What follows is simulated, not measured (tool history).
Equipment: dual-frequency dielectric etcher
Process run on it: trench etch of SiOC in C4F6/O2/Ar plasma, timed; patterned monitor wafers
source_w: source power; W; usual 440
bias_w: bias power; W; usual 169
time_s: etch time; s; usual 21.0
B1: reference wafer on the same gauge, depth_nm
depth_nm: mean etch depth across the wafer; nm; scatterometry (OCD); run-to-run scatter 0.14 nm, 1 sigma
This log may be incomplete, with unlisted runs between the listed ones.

run 1 hour=0.0 | source_w=440 bias_w=169 time_s=21.0 | B1=55.36 | depth_nm=47.27
run 2 hour=39.8 | source_w=440 bias_w=169 time_s=21.0 | B1=55.34 | depth_nm=47.59
run 3 hour=83.3 | source_w=440 bias_w=169 time_s=21.0 | B1=55.31 | depth_nm=47.27
run 4 hour=144.7 | source_w=440 bias_w=140 time_s=21.0 | B1=55.30 | depth_nm=45.62
run 5 hour=204.1 | source_w=440 bias_w=140 time_s=21.0 | B1=55.28 | depth_nm=45.72
-- hour=237.7 wet clean of the chamber
run 6 hour=266.4 | source_w=440 bias_w=140 time_s=21.0 | B1=55.32 | depth_nm=45.76
run 7 hour=337.9 | source_w=490 bias_w=169 time_s=21.0 | B1=55.26 | depth_nm=49.48
run 8 hour=381.8 | source_w=490 bias_w=169 time_s=21.0 | B1=55.34 | depth_nm=49.26
run 9 hour=421.6 | source_w=440 bias_w=169 time_s=24.0 | B1=55.26 | depth_nm=54.36
-- hour=508.0 upper electrode replaced
run 10 hour=508.5 | source_w=440 bias_w=199 time_s=21.0 | B1=55.30 | depth_nm=49.09
run 11 hour=530.2 | source_w=510 bias_w=169 time_s=21.0 | B1=55.30 | depth_nm=49.89
run 12 hour=560.7 | source_w=440 bias_w=154 time_s=26.5 | B1=55.30 | depth_nm=58.66
run 13 hour=606.7 | source_w=440 bias_w=142 time_s=21.0 | B1=55.30 | depth_nm=46.23
-- hour=634.7 wet clean of the chamber
run 14 hour=643.0 | source_w=360 bias_w=205 time_s=25.5 | B1=55.28 | depth_nm=56.30
run 15 hour=683.6 | source_w=440 bias_w=169 time_s=26.5 | B1=55.28 | depth_nm=60.13
-- hour=687.7 source power generator calibrated
run 16 hour=715.3 | source_w=390 bias_w=137 time_s=21.0 | B1=55.26 | depth_nm=43.77
run 17 hour=765.2 | source_w=370 bias_w=169 time_s=21.0 | B1=55.32 | depth_nm=44.85
run 18 hour=917.3 | source_w=370 bias_w=169 time_s=18.0 | B1=55.29 | depth_nm=38.59
run 19 hour=946.9 | source_w=350 bias_w=169 time_s=21.0 | B1=55.31 | depth_nm=43.86
run 20 hour=992.9 | source_w=490 bias_w=130 time_s=19.0 | B1=55.27 | depth_nm=42.65
-- hour=1014.2 gauge calibrated
-- hour=1043.9 wet clean of the chamber
run 21 hour=1058.3 | source_w=360 bias_w=201 time_s=21.0 | B1=55.27 | depth_nm=46.30
-- hour=1095.7 bias power generator calibrated
run 22 hour=1126.8 | source_w=380 bias_w=201 time_s=15.5 | B1=55.27 | depth_nm=34.49
run 23 hour=1166.8 | source_w=530 bias_w=169 time_s=23.0 | B1=55.30 | depth_nm=55.32
run 24 hour=1270.4 | source_w=440 bias_w=169 time_s=21.0 | B1=55.29 | depth_nm=47.14
run 25 hour=1326.2 | source_w=440 bias_w=169 time_s=21.0 | B1=55.32 | depth_nm=47.25
-- hour=1469.5 wet clean of the chamber
run 26 hour=1509.2 | source_w=440 bias_w=149 time_s=14.5 | B1=55.30 | depth_nm=31.75
run 27 hour=1549.3 | source_w=440 bias_w=169 time_s=18.0 | B1=55.34 | depth_nm=40.50
run 28 hour=1589.0 | source_w=440 bias_w=133 time_s=17.5 | B1=55.25 | depth_nm=37.53
run 29 hour=1649.0 | source_w=440 bias_w=145 time_s=21.0 | B1=55.31 | depth_nm=45.85
run 30 hour=1706.6 | source_w=440 bias_w=169 time_s=21.0 | B1=55.30 | depth_nm=47.14
run 31 hour=1733.3 | source_w=440 bias_w=169 time_s=21.0 | B1=55.32 | depth_nm=47.20

Consider 3 possible next runs. They are alternatives, not a sequence: every one starts from the tool as it was left by run 31. What does each give?
run A hour=1733.7 | source_w=440 bias_w=169 time_s=21.0 | B1=? | depth_nm=?
run B hour=1733.7 | source_w=440 bias_w=169 time_s=25.5 | B1=? | depth_nm=?
run C hour=1733.7 | source_w=530 bias_w=194 time_s=25.5 | B1=? | depth_nm=?

run=A B1=55.31 depth_nm=47.32
run=B B1=55.31 depth_nm=57.46
run=C B1=55.31 depth_nm=63.02
Without the tool's unlogged condition, the same runs would have read:
run=A depth_nm=47.22
run=B depth_nm=57.34
run=C depth_nm=62.88
